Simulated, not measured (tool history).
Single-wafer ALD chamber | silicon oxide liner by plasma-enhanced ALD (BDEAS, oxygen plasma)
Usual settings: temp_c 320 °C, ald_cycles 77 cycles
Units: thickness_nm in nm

| run | day | temp_c | ald_cycles | wafers since the last listed run | hours since the last thermocouple change | hours since the gauge calibration | read-back reference wafer on the same gauge, thickness_nm | thickness_nm |
|---|---|---|---|---|---|---|---|---|
| 1 | 0.000 | 320 | 77 | 0 | 2615.1 | 85.1 | 6.387 | 6.574 |
| 2 | 1.238 | 320 | 77 | 166 | 2644.8 | 114.8 | 6.384 | 6.596 |
| 3 | 2.442 | 308 | 88 | 162 | 2673.7 | 143.7 | 6.381 | 7.678 |
| 4 | 3.525 | 308 | 88 | 146 | 2699.7 | 169.7 | 6.377 | 7.648 |
| 5 | 4.646 | 308 | 88 | 151 | 2726.6 | 196.6 | 6.380 | 7.633 |
| 6 | 5.367 | 320 | 77 | 97 | 2743.9 | 213.9 | 6.376 | 6.573 |
| 7 | 6.750 | 320 | 77 | 186 | 2777.1 | 247.1 | 6.370 | 6.566 |
| 8 | 7.721 | 312 | 77 | 130 | 2800.4 | 270.4 | 6.372 | 6.665 |
| 9 | 8.708 | 320 | 77 | 133 | 2824.1 | 294.1 | 6.369 | 6.545 |
| 10 | 9.683 | 320 | 77 | 131 | 2847.5 | 317.5 | 6.369 | 6.544 |
| 11 | 10.679 | 320 | 77 | 134 | 2871.4 | 341.4 | 6.365 | 6.544 |
| 12 | 11.454 | 320 | 77 | 104 | 2890.0 | 360.0 | 6.360 | 6.567 |
| 13 | 12.475 | 320 | 77 | 137 | 2914.5 | 384.5 | 6.354 | 6.551 |
| 14 | 13.379 | 320 | 77 | 121 | 2936.2 | 406.2 | 6.349 | 6.511 |
| 15 | 13.888 | 320 | 77 | 68 | 2948.4 | 418.4 | 6.350 | 6.566 |
| 16 | 16.171 | 320 | 77 | 307 | 3003.2 | 473.2 | 6.336 | 6.547 |
| 17 | 17.325 | 317 | 87 | 155 | 3030.9 | 500.9 | 6.332 | 7.424 |
|  | 18.633 | thermocouple changed; heater temperature recalibrated |
| 18 | 18.654 | 317 | 87 | 134 | 0.5 | 532.8 | 6.324 | 7.404 |
| 19 | 19.133 | 317 | 87 | 64 | 12.0 | 544.3 | 6.323 | 7.393 |
| 20 | 20.092 | 320 | 77 | 129 | 35.0 | 567.3 | 6.320 | 6.511 |
| 21 | 20.808 | 320 | 77 | 96 | 52.2 | 584.5 | 6.313 | 6.496 |
| 22 | 21.908 | 320 | 77 | 148 | 78.6 | 610.9 | 6.307 | 6.511 |
| 23 | 22.688 | 320 | 77 | 105 | 97.3 | 629.6 | 6.301 | 6.488 |
|  | 23.808 | gauge calibrated |
| 24 | 23.854 | 306 | 88 | 157 | 125.3 | 1.1 | 6.402 | 7.759 |
| 25 | 24.917 | 306 | 69 | 143 | 150.8 | 26.6 | 6.404 | 6.070 |
| 26 | 26.412 | 320 | 77 | 201 | 186.7 | 62.5 | 6.403 | 6.636 |
| 27 | 27.054 | 320 | 92 | 86 | 202.1 | 77.9 | 6.403 | 7.886 |
| 28 | 27.667 | 308 | 88 | 82 | 216.8 | 92.6 | 6.403 | 7.684 |
| 29 | 28.738 | 329 | 91 | 144 | 242.5 | 118.3 | 6.400 | 7.675 |
| 30 | 29.575 | 320 | 77 | 112 | 262.6 | 138.4 | 6.400 | 6.555 |
| 31 | 30.383 | 320 | 72 | 108 | 282.0 | 157.8 | 6.398 | 6.191 |
| 32 | 31.096 | 320 | 67 | 96 | 299.1 | 174.9 | 6.396 | 5.733 |
| 33 | 32.329 | 313 | 89 | 166 | 328.7 | 204.5 | 6.390 | 7.659 |
| 34 | 33.058 | 320 | 77 | 98 | 346.2 | 222.0 | 6.393 | 6.614 |
| 35 | 34.108 | 308 | 67 | 141 | 371.4 | 247.2 | 6.391 | 5.827 |
| 36 | 38.533 | 320 | 77 | 596 | 477.6 | 353.4 | 6.378 | 6.549 |
| 37 | 39.067 | 310 | 72 | 71 | 490.4 | 366.2 | 6.376 | 6.254 |
| 38 | 40.000 | 320 | 77 | 125 | 512.8 | 388.6 | 6.370 | 6.567 |
| 39 | 40.650 | 320 | 87 | 87 | 528.4 | 404.2 | 6.366 | 7.383 |
| 40 | 41.525 | 333 | 91 | 117 | 549.4 | 425.2 | 6.362 | 7.591 |
| 41 | 42.367 | 333 | 71 | 113 | 569.6 | 445.4 | 6.360 | 5.909 |
| 42 | 43.783 | 329 | 77 | 191 | 603.6 | 479.4 | 6.356 | 6.410 |

Hidden state or all else? Some run-to-run changes of thickness_nm, split into what the settings, what came in and random variation would give without the hidden state, and what is left for the hidden state (with any gauge scatter that isn't in both results):
The hidden state here: wafer temperature above the value expected at the setpoint (K); gauge reads high (%).
Run 16 -> 17: temp_c 320 -> 317, ald_cycles 77 -> 87. thickness_nm +0.877 nm: hidden state -0.015, all else +0.892.
Run 23 -> 24: temp_c 320 -> 306, ald_cycles 77 -> 88, gauge calibrated. thickness_nm +1.271 nm: hidden state +0.103, all else +1.168.
Run 24 -> 25: ald_cycles 88 -> 69. thickness_nm -1.689 nm: hidden state +0.000, all else -1.689.
Run 32 -> 33: temp_c 320 -> 313, ald_cycles 67 -> 89. thickness_nm +1.926 nm: hidden state -0.004, all else +1.930.
Run 35 -> 36: temp_c 308 -> 320, ald_cycles 67 -> 77. thickness_nm +0.722 nm: hidden state -0.016, all else +0.738.
Run 40 -> 41: ald_cycles 91 -> 71. thickness_nm -1.682 nm: hidden state +0.006, all else -1.688.
